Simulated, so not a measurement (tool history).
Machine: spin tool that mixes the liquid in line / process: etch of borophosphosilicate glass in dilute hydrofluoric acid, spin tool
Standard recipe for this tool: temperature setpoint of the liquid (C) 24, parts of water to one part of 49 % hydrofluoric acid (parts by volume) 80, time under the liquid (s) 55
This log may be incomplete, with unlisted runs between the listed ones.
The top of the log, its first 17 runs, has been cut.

run   hour  temperature setpoint of the liquid (C)  parts of water to one part of 49 % hydrofluoric acid (parts by volume)  time under the liquid (s)  read-back film thickness of the borophosphosilicate glass reference wafer, read on the same gauge (nm)  thickness taken off the borophosphosilicate glass on a monitor wafer (Å)
 18    401                                      24                                                                      80                         55                                                                                                  149.99                                                                     316.1
 19  433.9                                    19.5                                                                      80                         65                                                                                                  150.04                                                                     312.7
 20  447.7                                    19.5                                                                      80                         45                                                                                                  150.02                                                                     216.1
       471  -- thermometer replaced
 21  481.9                                      22                                                                      95                         55                                                                                                     150                                                                       244
     493.1  -- gauge calibrated
 22  504.1                                      22                                                                      95                         65                                                                                                  149.98                                                                     287.9
 23  537.3                                    25.5                                                                     110                         75                                                                                                  149.96                                                                       325
 24  568.7                                      21                                                                      80                         70                                                                                                  149.99                                                                       361
 25  596.8                                      24                                                                      80                         55                                                                                                  150.03                                                                       322
 26  623.3                                      24                                                                      80                         55                                                                                                  149.96                                                                       323
 27  640.2                                      24                                                                      45                         85                                                                                                  149.98                                                                     931.5
 28  669.3                                      24                                                                     100                         55                                                                                                     150                                                                     253.3
 29  690.3                                      24                                                                      80                         55                                                                                                     150                                                                     322.7
 30  707.3                                    20.5                                                                      80                         45                                                                                                  149.98                                                                     231.1
 31  740.8                                      22                                                                      65                         20                                                                                                  149.98                                                                     137.3
 32    760                                      22                                                                      55                         55                                                                                                  149.98                                                                     453.8

Alternative continuations, all from the tool just after run 32; predict every row:
  A  760.4                                      24                                                                      80                         40                                                                                                       ?                                                                         ?
  B  760.4                                      24                                                                     110                         30                                                                                                       ?                                                                         ?
  C  760.4                                      29                                                                      65                         35                                                                                                       ?                                                                         ?
  D  760.4                                      24                                                                      95                         75                                                                                                       ?                                                                         ?

run  read-back film thickness of the borophosphosilicate glass reference wafer, read on the same gauge (nm)  thickness taken off the borophosphosilicate glass on a monitor wafer (Å)
  A                                                                                                  150.01                                                                     237.2
  B                                                                                                  150.01                                                                     124.8
  C                                                                                                  150.01                                                                     317.8
  D                                                                                                  150.01                                                                     367.8
The same runs, with their run-to-run variation unchanged, on a tool lacking any hidden condition would have given:
run  thickness taken off the borophosphosilicate glass on a monitor wafer (Å)
  A                                                                     227.8
  B                                                                     119.7
  C                                                                     305.2
  D                                                                     352.9
